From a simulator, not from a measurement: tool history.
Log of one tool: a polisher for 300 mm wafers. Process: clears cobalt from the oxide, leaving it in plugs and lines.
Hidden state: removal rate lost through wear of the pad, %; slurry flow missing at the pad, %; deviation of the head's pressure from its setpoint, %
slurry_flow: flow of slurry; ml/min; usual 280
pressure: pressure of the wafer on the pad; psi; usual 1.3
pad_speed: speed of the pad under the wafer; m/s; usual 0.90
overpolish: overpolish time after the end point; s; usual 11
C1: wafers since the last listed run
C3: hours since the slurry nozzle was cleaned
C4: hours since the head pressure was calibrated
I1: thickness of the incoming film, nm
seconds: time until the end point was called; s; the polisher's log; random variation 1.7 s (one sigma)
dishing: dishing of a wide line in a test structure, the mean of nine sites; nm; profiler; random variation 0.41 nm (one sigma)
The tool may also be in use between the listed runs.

{"run": 1, "hour": 0.0, "slurry_flow": 280, "pressure": 1.3, "pad_speed": 0.9, "overpolish": 11, "C1": 0, "wafers polished on this pad": 87, "C3": 111.8, "C4": 276.7, "I1": 318.3, "seconds": 109.6, "dishing": 23.9}
{"hour": 43.2, "done": "head pressure recalibrated"}
{"run": 2, "hour": 48.6, "slurry_flow": 280, "pressure": 1.3, "pad_speed": 0.9, "overpolish": 11, "C1": 193, "wafers polished on this pad": 280, "C3": 160.4, "C4": 5.4, "I1": 320.2, "seconds": 117.8, "dishing": 22.4}
{"run": 3, "hour": 91.0, "slurry_flow": 280, "pressure": 1.3, "pad_speed": 0.9, "overpolish": 11, "C1": 175, "wafers polished on this pad": 456, "C3": 202.8, "C4": 47.8, "I1": 320.5, "seconds": 115.4, "dishing": 22.2}
{"run": 4, "hour": 152.1, "slurry_flow": 280, "pressure": 1.3, "pad_speed": 0.9, "overpolish": 11, "C1": 253, "wafers polished on this pad": 709, "C3": 263.9, "C4": 108.9, "I1": 322.0, "seconds": 117.1, "dishing": 23.2}
{"run": 5, "hour": 204.7, "slurry_flow": 280, "pressure": 1.3, "pad_speed": 0.9, "overpolish": 7, "C1": 218, "wafers polished on this pad": 928, "C3": 316.5, "C4": 161.5, "I1": 323.4, "seconds": 110.4, "dishing": 16.1}
{"run": 6, "hour": 235.5, "slurry_flow": 280, "pressure": 1.3, "pad_speed": 0.9, "overpolish": 7, "C1": 127, "wafers polished on this pad": 1055, "C3": 347.3, "C4": 192.3, "I1": 321.2, "seconds": 112.4, "dishing": 16.2}
{"hour": 272.2, "done": "worn pad replaced by a new one"}
{"run": 7, "hour": 287.9, "slurry_flow": 280, "pressure": 1.3, "pad_speed": 0.9, "overpolish": 11, "C1": 200, "wafers polished on this pad": 65, "C3": 399.7, "C4": 244.7, "I1": 316.7, "seconds": 108.2, "dishing": 23.3}
{"run": 8, "hour": 312.4, "slurry_flow": 280, "pressure": 1.3, "pad_speed": 0.9, "overpolish": 11, "C1": 101, "wafers polished on this pad": 166, "C3": 424.2, "C4": 269.2, "I1": 317.0, "seconds": 108.9, "dishing": 24.1}
{"run": 9, "hour": 373.5, "slurry_flow": 280, "pressure": 1.3, "pad_speed": 0.9, "overpolish": 11, "C1": 253, "wafers polished on this pad": 420, "C3": 485.3, "C4": 330.3, "I1": 325.0, "seconds": 112.0, "dishing": 23.8}
{"run": 10, "hour": 417.6, "slurry_flow": 280, "pressure": 1.3, "pad_speed": 0.9, "overpolish": 11, "C1": 182, "wafers polished on this pad": 603, "C3": 529.4, "C4": 374.4, "I1": 318.6, "seconds": 108.0, "dishing": 24.5}
{"run": 11, "hour": 451.3, "slurry_flow": 280, "pressure": 1.3, "pad_speed": 0.9, "overpolish": 11, "C1": 139, "wafers polished on this pad": 743, "C3": 563.1, "C4": 408.1, "I1": 320.2, "seconds": 108.3, "dishing": 24.1}
{"hour": 456.4, "done": "head pressure recalibrated"}
{"hour": 463.5, "done": "slurry nozzle cleaned"}
{"run": 12, "hour": 486.9, "slurry_flow": 280, "pressure": 1.4, "pad_speed": 0.9, "overpolish": 13, "C1": 135, "wafers polished on this pad": 878, "C3": 23.4, "C4": 30.5, "I1": 316.2, "seconds": 109.7, "dishing": 26.7}
{"hour": 532.0, "done": "worn pad replaced by a new one"}
{"run": 13, "hour": 555.5, "slurry_flow": 280, "pressure": 1.4, "pad_speed": 0.9, "overpolish": 13, "C1": 267, "wafers polished on this pad": 97, "C3": 92.0, "C4": 99.1, "I1": 326.8, "seconds": 108.3, "dishing": 27.7}
{"run": 14, "hour": 588.1, "slurry_flow": 205, "pressure": 1.3, "pad_speed": 0.9, "overpolish": 11, "C1": 135, "wafers polished on this pad": 232, "C3": 124.6, "C4": 131.7, "I1": 327.0, "seconds": 117.3, "dishing": 22.8}
{"run": 15, "hour": 768.3, "slurry_flow": 310, "pressure": 1.3, "pad_speed": 1.0, "overpolish": 7, "C1": 747, "wafers polished on this pad": 980, "C3": 304.8, "C4": 311.9, "I1": 319.1, "seconds": 99.0, "dishing": 17.5}
{"run": 16, "hour": 817.0, "slurry_flow": 225, "pressure": 1.5, "pad_speed": 0.64, "overpolish": 6, "C1": 202, "wafers polished on this pad": 1182, "C3": 353.5, "C4": 360.6, "I1": 321.0, "seconds": 127.1, "dishing": 12.4}
{"hour": 821.3, "done": "worn pad replaced by a new one"}
{"hour": 849.5, "done": "head pressure recalibrated"}
{"run": 17, "hour": 871.6, "slurry_flow": 215, "pressure": 1.6, "pad_speed": 1.04, "overpolish": 15, "C1": 201, "wafers polished on this pad": 200, "C3": 408.1, "C4": 22.1, "I1": 318.5, "seconds": 91.9, "dishing": 34.1}
{"run": 18, "hour": 910.1, "slurry_flow": 280, "pressure": 1.3, "pad_speed": 0.9, "overpolish": 11, "C1": 159, "wafers polished on this pad": 359, "C3": 446.6, "C4": 60.6, "I1": 322.5, "seconds": 114.7, "dishing": 23.0}
{"hour": 955.9, "done": "slurry nozzle cleaned"}
{"run": 19, "hour": 970.7, "slurry_flow": 185, "pressure": 1.5, "pad_speed": 0.9, "overpolish": 17, "C1": 247, "wafers polished on this pad": 607, "C3": 14.8, "C4": 121.2, "I1": 320.9, "seconds": 105.0, "dishing": 34.2}
{"run": 20, "hour": 1034.0, "slurry_flow": 280, "pressure": 1.3, "pad_speed": 0.7, "overpolish": 8, "C1": 262, "wafers polished on this pad": 869, "C3": 78.1, "C4": 184.5, "I1": 320.3, "seconds": 132.9, "dishing": 15.1}
{"run": 21, "hour": 1068.2, "slurry_flow": 280, "pressure": 1.6, "pad_speed": 0.9, "overpolish": 11, "C1": 141, "wafers polished on this pad": 1011, "C3": 112.3, "C4": 218.7, "I1": 319.6, "seconds": 94.7, "dishing": 27.7}
{"hour": 1114.3, "done": "worn pad replaced by a new one"}
{"run": 22, "hour": 1128.9, "slurry_flow": 215, "pressure": 1.6, "pad_speed": 1.04, "overpolish": 15, "C1": 235, "wafers polished on this pad": 60, "C3": 173.0, "C4": 279.4, "I1": 321.2, "seconds": 88.9, "dishing": 35.5}
{"run": 23, "hour": 1154.5, "slurry_flow": 280, "pressure": 1.7, "pad_speed": 0.9, "overpolish": 11, "C1": 106, "wafers polished on this pad": 166, "C3": 198.6, "C4": 305.0, "I1": 316.8, "seconds": 87.4, "dishing": 28.7}
{"hour": 1168.6, "done": "head pressure recalibrated"}
{"run": 24, "hour": 1218.5, "slurry_flow": 245, "pressure": 1.5, "pad_speed": 0.62, "overpolish": 15, "C1": 257, "wafers polished on this pad": 424, "C3": 262.6, "C4": 49.9, "I1": 320.1, "seconds": 135.7, "dishing": 26.2}
{"run": 25, "hour": 1270.3, "slurry_flow": 235, "pressure": 1.3, "pad_speed": 1.04, "overpolish": 6, "C1": 214, "wafers polished on this pad": 638, "C3": 314.4, "C4": 101.7, "I1": 315.6, "seconds": 104.4, "dishing": 15.4}
{"run": 26, "hour": 1323.5, "slurry_flow": 280, "pressure": 1.3, "pad_speed": 0.9, "overpolish": 11, "C1": 220, "wafers polished on this pad": 859, "C3": 367.6, "C4": 154.9, "I1": 327.0, "seconds": 112.6, "dishing": 23.2}
{"run": 27, "hour": 1357.4, "slurry_flow": 280, "pressure": 1.3, "pad_speed": 0.9, "overpolish": 15, "C1": 140, "wafers polished on this pad": 1000, "C3": 401.5, "C4": 188.8, "I1": 319.3, "seconds": 111.2, "dishing": 29.1}
{"hour": 1383.9, "done": "worn pad replaced by a new one"}
{"run": 28, "hour": 1404.2, "slurry_flow": 345, "pressure": 1.5, "pad_speed": 0.66, "overpolish": 14, "C1": 177, "wafers polished on this pad": 84, "C3": 448.3, "C4": 235.6, "I1": 320.6, "seconds": 117.2, "dishing": 28.4}
{"run": 29, "hour": 1447.6, "slurry_flow": 330, "pressure": 1.3, "pad_speed": 1.16, "overpolish": 11, "C1": 180, "wafers polished on this pad": 264, "C3": 491.7, "C4": 279.0, "I1": 316.7, "seconds": 90.7, "dishing": 27.9}

The same runs without the tool's hidden state, with the same run-to-run variation:
run=1 seconds=119.6 dishing=22.3
run=2 seconds=119.7 dishing=22.1
run=3 seconds=120.5 dishing=21.4
run=4 seconds=125.6 dishing=21.9
run=5 seconds=120.1 dishing=14.9
run=6 seconds=123.0 dishing=15.0
run=7 seconds=119.2 dishing=21.5
run=8 seconds=120.3 dishing=22.2
run=9 seconds=124.2 dishing=21.9
run=10 seconds=119.9 dishing=22.5
run=11 seconds=120.4 dishing=22.1
run=12 seconds=112.7 dishing=26.2
run=13 seconds=115.0 dishing=26.4
run=14 seconds=125.8 dishing=21.5
run=15 seconds=108.9 dishing=16.1
run=16 seconds=140.2 dishing=11.3
run=17 seconds=92.7 dishing=33.9
run=18 seconds=118.4 dishing=22.4
run=19 seconds=111.0 dishing=32.9
run=20 seconds=142.6 dishing=14.2
run=21 seconds=102.1 dishing=26.1
run=22 seconds=96.4 dishing=33.6
run=23 seconds=95.0 dishing=26.9
run=24 seconds=140.2 dishing=25.6
run=25 seconds=110.4 dishing=14.6
run=26 seconds=120.9 dishing=21.9
run=27 seconds=120.2 dishing=27.4
run=28 seconds=127.5 dishing=26.6
run=29 seconds=99.1 dishing=26.1

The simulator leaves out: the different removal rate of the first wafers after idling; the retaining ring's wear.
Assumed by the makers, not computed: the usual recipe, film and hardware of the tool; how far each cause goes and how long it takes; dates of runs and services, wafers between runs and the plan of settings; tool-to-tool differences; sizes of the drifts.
